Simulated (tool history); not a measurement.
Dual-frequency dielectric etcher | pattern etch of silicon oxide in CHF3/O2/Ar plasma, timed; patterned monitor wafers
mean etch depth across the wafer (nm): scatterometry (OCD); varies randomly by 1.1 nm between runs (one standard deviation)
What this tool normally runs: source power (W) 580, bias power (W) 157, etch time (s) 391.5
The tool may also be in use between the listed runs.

run   hour  source power (W)  bias power (W)  etch time (s)  wafers since the last listed run  hours since the last wet clean  hours since the last source power generator calibration  hours since the last bias power generator calibration  hours since the last upper electrode change  hours since the gauge calibration  read-back reference wafer on the same gauge, depth_nm  mean etch depth across the wafer (nm)
  1    0.0               690             143          391.5                                 0                           276.1                                                   1597.2                                                 3547.5                                       3388.1                              101.0                                                  645.8                                  733.8
  2   37.4               690             143          391.5                               200                           313.5                                                   1634.6                                                 3584.9                                       3425.5                              138.4                                                  645.5                                  735.2
  3   90.9               510             157          391.5                               286                           367.0                                                   1688.1                                                 3638.4                                       3479.0                              191.9                                                  645.6                                  681.8
  4  142.6               510             157          391.5                               276                           418.7                                                   1739.8                                                 3690.1                                       3530.7                              243.6                                                  646.1                                  683.4
  5  204.8               510             157          391.5                               333                           480.9                                                   1802.0                                                 3752.3                                       3592.9                              305.8                                                  646.0                                  685.1
     233.3  -- source power generator calibrated
  6  233.8               580             157          391.5                               133                           509.9                                                      0.5                                                 3781.3                                       3621.9                              334.8                                                  646.1                                  709.9
     274.5  -- wet clean of the chamber
  7  286.7               580             157          391.5                               154                            12.2                                                     53.4                                                 3834.2                                       3674.8                              387.7                                                  645.8                                  698.4
  8  348.6               630             135          480.5                               331                            74.1                                                    115.3                                                 3896.1                                       3736.7                              449.6                                                  645.9                                  827.7
  9  393.3               440             189          465.0                               239                           118.8                                                    160.0                                                 3940.8                                       3781.4                              494.3                                                  646.1                                  818.4
 10  427.7               710             180          391.5                               184                           153.2                                                    194.4                                                 3975.2                                       3815.8                              528.7                                                  645.9                                  817.6
     481.9  -- bias power generator calibrated
 11  489.3               580             157          359.0                               308                           214.8                                                    256.0                                                    7.4                                       3877.4                              590.3                                                  646.0                                  648.4
     520.6  -- gauge calibrated
 12  524.1               580             157          391.5                               186                           249.6                                                    290.8                                                   42.2                                       3912.2                                3.5                                                  645.7                                  706.5
     575.0  -- upper electrode replaced
 13  704.0               580             121          391.5                               835                           429.5                                                    470.7                                                  222.1                                        129.0                              183.4                                                  646.0                                  626.2
     743.7  -- wet clean of the chamber
 14  769.5               710             134          352.5                               222                            25.8                                                    536.2                                                  287.6                                        194.5                              248.9                                                  646.0                                  638.6

Forecast each of these 4 alternatives for the next run:
  A  770.0               580             157          391.5                                 2                            26.3                                                    536.7                                                  288.1                                        195.0                              249.4                                                      ?                                      ?
  B  770.0               470             157          331.0                                 2                            26.3                                                    536.7                                                  288.1                                        195.0                              249.4                                                      ?                                      ?
  C  770.0               580             141          316.5                                 2                            26.3                                                    536.7                                                  288.1                                        195.0                              249.4                                                      ?                                      ?
  D  770.0               540             193          426.0                                 2                            26.3                                                    536.7                                                  288.1                                        195.0                              249.4                                                      ?                                      ?

run  read-back reference wafer on the same gauge, depth_nm  mean etch depth across the wafer (nm)
  A                                                  646.2                                  707.5
  B                                                  646.2                                  549.4
  C                                                  646.2                                  542.4
  D                                                  646.2                                  826.6
What these runs would have given with no unlogged condition in the tool:
run  mean etch depth across the wafer (nm)
  A                                  698.3
  B                                  542.2
  C                                  535.2
  D                                  815.9
